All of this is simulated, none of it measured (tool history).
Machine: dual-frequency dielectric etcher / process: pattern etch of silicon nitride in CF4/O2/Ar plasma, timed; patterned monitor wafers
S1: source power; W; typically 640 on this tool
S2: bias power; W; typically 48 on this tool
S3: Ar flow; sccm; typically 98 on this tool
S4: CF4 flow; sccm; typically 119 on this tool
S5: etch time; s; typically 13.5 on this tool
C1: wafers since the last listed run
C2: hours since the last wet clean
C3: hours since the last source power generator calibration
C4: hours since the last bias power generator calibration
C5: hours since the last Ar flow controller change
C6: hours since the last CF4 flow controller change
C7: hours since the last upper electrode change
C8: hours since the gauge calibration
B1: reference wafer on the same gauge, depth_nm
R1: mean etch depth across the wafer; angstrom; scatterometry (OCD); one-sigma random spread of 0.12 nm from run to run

Run 1, hour 0.0: usual settings but S1 750 W, S2 36 W, S3 89 sccm; C1 0; C2 85.4; C3 415.0; C4 2325.6; C5 157.7; C6 2560.8; C7 2074.3; C8 2590.2; B1 32.59. Result: R1 359.8 angstrom.
Run 2, hour 53.6: usual settings but S1 510 W; C1 752; C2 139.0; C3 468.6; C4 2379.2; C5 211.3; C6 2614.4; C7 2127.9; C8 2643.8; B1 32.62. Result: R1 286.9 angstrom.
Run 3, hour 112.5: usual settings but S1 560 W, S5 17.5 s; C1 827; C2 197.9; C3 527.5; C4 2438.1; C5 270.2; C6 2673.3; C7 2186.8; C8 2702.7; B1 32.60. Result: R1 399.5 angstrom.
Run 4, hour 163.9: usual settings but S3 89 sccm; C1 721; C2 249.3; C3 578.9; C4 2489.5; C5 321.6; C6 2724.7; C7 2238.2; C8 2754.1; B1 32.62. Result: R1 342.2 angstrom.
At hour 176.7: gauge calibrated.
Run 5, hour 198.8: usual settings but S5 11.0 s; C1 490; C2 284.2; C3 613.8; C4 2524.4; C5 356.5; C6 2759.6; C7 2273.1; C8 22.1; B1 32.58. Result: R1 278.5 angstrom.
Run 6, hour 233.5: usual settings but S4 127 sccm; C1 487; C2 318.9; C3 648.5; C4 2559.1; C5 391.2; C6 2794.3; C7 2307.8; C8 56.8; B1 32.57. Result: R1 345.5 angstrom.
At hour 300.8: upper electrode replaced.
Run 7, hour 403.8: usual settings but S2 43 W, S3 88 sccm; C1 2054; C2 489.2; C3 818.8; C4 2729.4; C5 561.5; C6 2964.6; C7 103.0; C8 227.1; B1 32.60. Result: R1 337.4 angstrom.
Run 8, hour 471.6: usual settings but S1 710 W, S2 59 W, S4 105 sccm; C1 952; C2 557.0; C3 886.6; C4 2797.2; C5 629.3; C6 3032.4; C7 170.8; C8 294.9; B1 32.59. Result: R1 385.2 angstrom.
At hour 509.6: wet clean of the chamber.
Run 9, hour 512.9: usual settings but S2 52 W; C1 242; C2 3.3; C3 927.9; C4 2838.5; C5 670.6; C6 3073.7; C7 212.1; C8 336.2; B1 32.59. Result: R1 345.2 angstrom.
At hour 572.5: CF4 flow controller replaced.
Run 10, hour 573.0: usual settings but S5 15.0 s; C1 759; C2 63.4; C3 988.0; C4 2898.6; C5 730.7; C6 0.5; C7 272.2; C8 396.3; B1 32.62. Result: R1 375.8 angstrom.
Run 11, hour 600.3: usual settings; C1 383; C2 90.7; C3 1015.3; C4 2925.9; C5 758.0; C6 27.8; C7 299.5; C8 423.6; B1 32.61. Result: R1 339.3 angstrom.
Run 12, hour 628.3: usual settings; C1 393; C2 118.7; C3 1043.3; C4 2953.9; C5 786.0; C6 55.8; C7 327.5; C8 451.6; B1 32.60. Result: R1 340.1 angstrom.
At hour 638.4: bias power generator calibrated.
Run 13, hour 678.6: usual settings; C1 650; C2 169.0; C3 1093.6; C4 40.2; C5 836.3; C6 106.1; C7 377.8; C8 501.9; B1 32.59. Result: R1 338.7 angstrom.
Run 14, hour 865.7: usual settings; C1 2627; C2 356.1; C3 1280.7; C4 227.3; C5 1023.4; C6 293.2; C7 564.9; C8 689.0; B1 32.62. Result: R1 343.2 angstrom.
Run 15, hour 908.5: usual settings but S2 45 W, S3 112 sccm, S5 14.5 s; C1 601; C2 398.9; C3 1323.5; C4 270.1; C5 1066.2; C6 336.0; C7 607.7; C8 731.8; B1 32.59. Result: R1 357.9 angstrom.
Run 16, hour 952.4: usual settings but S4 138 sccm, S5 10.5 s; C1 616; C2 442.8; C3 1367.4; C4 314.0; C5 1110.1; C6 379.9; C7 651.6; C8 775.7; B1 32.59. Result: R1 271.5 angstrom.
At hour 1018.8: wet clean of the chamber.
Run 17, hour 1118.1: usual settings but S3 84 sccm; C1 1990; C2 99.3; C3 1533.1; C4 479.7; C5 1275.8; C6 545.6; C7 817.3; C8 941.4; B1 32.61. Result: R1 344.6 angstrom.
Run 18, hour 1186.4: usual settings but S1 690 W, S4 136 sccm; C1 959; C2 167.6; C3 1601.4; C4 548.0; C5 1344.1; C6 613.9; C7 885.6; C8 1009.7; B1 32.62. Result: R1 365.5 angstrom.
Run 19, hour 1219.1: usual settings but S3 108 sccm, S4 141 sccm, S5 17.0 s; C1 459; C2 200.3; C3 1634.1; C4 580.7; C5 1376.8; C6 646.6; C7 918.3; C8 1042.4; B1 32.57. Result: R1 433.6 angstrom.
Run 20, hour 1281.2: usual settings but S1 560 W, S3 113 sccm, S5 10.5 s; C1 872; C2 262.4; C3 1696.2; C4 642.8; C5 1438.9; C6 708.7; C7 980.4; C8 1104.5; B1 32.61. Result: R1 236.5 angstrom.
Run 21, hour 1307.4: usual settings but S3 78 sccm, S5 10.0 s; C1 367; C2 288.6; C3 1722.4; C4 669.0; C5 1465.1; C6 734.9; C7 1006.6; C8 1130.7; B1 32.60. Result: R1 258.5 angstrom.

Each row is a separate what-if for the run after 21, all from the same tool condition, not one after another. Results?
Run A, hour 1307.8: usual settings but S4 138 sccm; C1 5; C2 289.0; C3 1722.8; C4 669.4; C5 1465.5; C6 735.3; C7 1007.0; C8 1131.1; B1 ?. Result: R1 ?.
Run B, hour 1307.8: usual settings but S1 600 W, S2 54 W, S4 142 sccm, S5 14.5 s; C1 5; C2 289.0; C3 1722.8; C4 669.4; C5 1465.5; C6 735.3; C7 1007.0; C8 1131.1; B1 ?. Result: R1 ?.
Run C, hour 1307.8: usual settings but S1 690 W, S3 78 sccm, S5 11.0 s; C1 5; C2 289.0; C3 1722.8; C4 669.4; C5 1465.5; C6 735.3; C7 1007.0; C8 1131.1; B1 ?. Result: R1 ?.
Run D, hour 1307.8: usual settings but S1 560 W, S5 10.0 s; C1 5; C2 289.0; C3 1722.8; C4 669.4; C5 1465.5; C6 735.3; C7 1007.0; C8 1131.1; B1 ?. Result: R1 ?.

run     B1     R1
  A  32.57  345.1
  B  32.57  365.6
  C  32.57  298.2
  D  32.57  228.0
Stripped of hidden state, with their random variation kept, the same runs would have yielded:
run     R1
  A  342.3
  B  362.6
  C  295.8
  D  226.1
